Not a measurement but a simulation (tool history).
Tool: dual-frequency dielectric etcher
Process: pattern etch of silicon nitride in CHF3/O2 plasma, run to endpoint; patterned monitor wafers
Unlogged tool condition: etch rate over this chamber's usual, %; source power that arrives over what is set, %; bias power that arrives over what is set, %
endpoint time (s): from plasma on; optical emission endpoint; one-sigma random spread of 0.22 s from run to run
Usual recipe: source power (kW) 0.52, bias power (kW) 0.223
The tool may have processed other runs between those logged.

run,hour,source power (kW),bias power (kW),wafers since the last listed run,hours since the last wet clean,hours since the last source power generator calibration,hours since the last bias power generator calibration,hours since the last upper electrode change,"incoming incoming film thickness, nm",endpoint time (s)
1,0,0.52,0.247,0,506.8,1368.8,1635.2,4979.1,98.4,59.7
# hour 219: wet clean of the chamber
2,316.6,0.52,0.247,5179,97.6,1685.4,1951.8,5295.7,98,59.6
3,377.6,0.52,0.247,1079,158.6,1746.4,2012.8,5356.7,98.1,59.5
4,456.1,0.61,0.249,1389,237.1,1824.9,2091.3,5435.2,98.2,54.8
# hour 491.8: upper electrode replaced
5,505.8,0.61,0.249,454,286.8,1874.6,2141,14,98.1,55.2
6,612.4,0.61,0.249,1886,393.4,1981.2,2247.6,120.6,98.1,55.3
# hour 618.6: bias power generator calibrated
7,668.2,0.52,0.223,916,449.2,2037,49.6,176.4,98.5,63.6
8,762.2,0.52,0.223,1663,543.2,2131,143.6,270.4,98.3,63.1
9,814.3,0.52,0.223,922,595.3,2183.1,195.7,322.5,98.4,63.1
10,867.4,0.52,0.223,939,648.4,2236.2,248.8,375.6,97.2,62.1
# hour 932.9: source power generator calibrated
# hour 940: wet clean of the chamber
11,940.5,0.52,0.269,1096,0.5,7.6,321.9,448.7,97.8,57.2
12,1018.7,0.61,0.193,1384,78.7,85.8,400.1,526.9,98.7,63.8
13,1074.7,0.41,0.274,991,134.7,141.8,456.1,582.9,98.1,62.5
14,1124.1,0.52,0.223,874,184.1,191.2,505.5,632.3,98.3,62.9
15,1167.1,0.52,0.223,761,227.1,234.2,548.5,675.3,98,62.9
16,1275,0.52,0.223,1909,335,342.1,656.4,783.2,99,63.7
17,1375.6,0.52,0.223,1780,435.6,442.7,757,883.8,98.9,63.2
18,1427,0.52,0.223,909,487,494.1,808.4,935.2,98.1,63
19,1494.5,0.52,0.223,1194,554.5,561.6,875.9,1002.7,98.7,63.3
20,1534.9,0.47,0.196,715,594.9,602,916.3,1043.1,97.8,70.7
21,1589.2,0.6,0.174,961,649.2,656.3,970.6,1097.4,97.3,67.5
# hour 1624.6: wet clean of the chamber
22,1630.7,0.59,0.173,309,6.1,697.8,1012.1,1138.9,98.1,68.2
23,1727.3,0.6,0.247,1709,102.7,794.4,1108.7,1235.5,97.9,55.3
24,1826.4,0.4,0.242,1754,201.8,893.5,1207.8,1334.6,99,69
25,1911.5,0.59,0.168,1506,286.9,978.6,1292.9,1419.7,98.6,70.2
26,1992.1,0.4,0.254,1426,367.5,1059.2,1373.5,1500.3,98.8,66.9
27,2054.7,0.52,0.223,1108,430.1,1121.8,1436.1,1562.9,97.5,62.2
28,2141.7,0.59,0.26,1539,517.1,1208.8,1523.1,1649.9,98,54.4
29,2180.7,0.61,0.249,690,556.1,1247.8,1562.1,1688.9,99.4,55.9
# hour 2258.3: wet clean of the chamber
30,2258.8,0.59,0.255,957,0.5,1325.9,1640.2,1767,97.6,54.9
31,2364.7,0.59,0.26,1874,106.4,1431.8,1746.1,1872.9,98.3,55.1
32,2445.5,0.59,0.186,1430,187.2,1512.6,1826.9,1953.7,97.3,65.3
33,2522.5,0.62,0.196,1362,264.2,1589.6,1903.9,2030.7,98,62.1
34,2594.3,0.46,0.182,1270,336,1661.4,1975.7,2102.5,98.5,75

5 options for the next run, each taken on its own from the tool as it stands now. Forecast them:
A,2594.7,0.46,0.223,7,336.4,1661.8,1976.1,2102.9,96.8,?
B,2594.7,0.41,0.223,7,336.4,1661.8,1976.1,2102.9,96.8,?
C,2594.7,0.4,0.2,7,336.4,1661.8,1976.1,2102.9,96.8,?
D,2594.7,0.6,0.208,7,336.4,1661.8,1976.1,2102.9,96.8,?
E,2594.7,0.48,0.208,7,336.4,1661.8,1976.1,2102.9,96.8,?

run,endpoint time (s)
A,65.9
B,69.7
C,75.2
D,60.5
E,67.2
The same runs, with their run-to-run variation unchanged, on a tool lacking any hidden condition would have given:
run,endpoint time (s)
A,65.9
B,69.7
C,75.2
D,60.5
E,67.2
